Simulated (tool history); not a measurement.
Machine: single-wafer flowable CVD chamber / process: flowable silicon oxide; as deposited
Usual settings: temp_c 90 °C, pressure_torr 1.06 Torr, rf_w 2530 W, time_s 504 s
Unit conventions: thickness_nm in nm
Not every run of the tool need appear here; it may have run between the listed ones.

run,hour,temp_c,pressure_torr,rf_w,time_s,"read-back reference wafer on the same gauge, thickness_nm",thickness_nm
1,0.0,90,1.06,2530,504,681.595,637.760
2,21.8,90,1.06,2530,504,681.676,636.348
3,103.3,90,1.06,2530,561,682.252,713.743
4,115.9,90,1.06,2530,561,682.214,714.715
5,130.9,90,1.06,2530,561,682.337,708.629
6,162.6,90,1.29,2530,504,681.708,774.911
7,176.2,100,1.21,2880,504,682.199,507.368
8,192.8,90,1.06,2530,474,680.913,602.840
9,222.2,90,1.06,2530,504,682.321,641.824
10,246.0,90,0.91,2530,504,681.357,548.185
11,274.6,103,1.06,2530,504,682.217,394.066
12,299.0,80,1.20,2245,425,682.665,834.972
13,312.9,90,1.06,2530,504,682.752,642.590
14,332.5,80,1.20,2245,425,681.342,837.291
15,353.6,90,1.06,2530,504,681.468,639.872
16,373.6,96,1.18,2760,478,680.724,540.291
17,404.3,90,1.06,2530,504,682.921,641.253
18,427.3,90,1.06,2730,460,681.895,590.320
19,440.8,95,1.06,2750,456,681.457,483.296
20,462.5,90,1.06,2530,504,681.471,641.855
21,479.4,90,1.06,2530,504,682.386,645.589
22,513.3,75,0.82,2530,504,682.415,785.037
23,525.9,102,0.93,2390,430,681.645,298.296
24,548.5,90,1.06,2530,504,682.077,640.306
25,575.4,90,1.06,2360,407,681.767,512.023
26,599.5,90,1.06,3000,504,681.817,652.479
27,634.9,90,1.06,2530,545,682.823,692.694
28,665.8,90,1.06,2530,576,683.231,737.293

Put back what was entered between runs (4 entries, withheld): which listed runs does each sit between, and how does the hidden state differ from the listed run before to the listed run after?
Logged between run 4 and run 5: showerhead replaced (hour 125.1)
  nothing in the hidden state changes from one run to the other
Logged between run 14 and run 15: capacitance manometer re-zeroed and calibrated (hour 353.1)
  nothing in the hidden state changes from one run to the other
Logged between run 16 and run 17: gauge calibrated (hour 381.8)
  nothing in the hidden state changes from one run to the other
Logged between run 17 and run 18: RF generator calibrated (hour 426.8)
  nothing in the hidden state changes from one run to the other
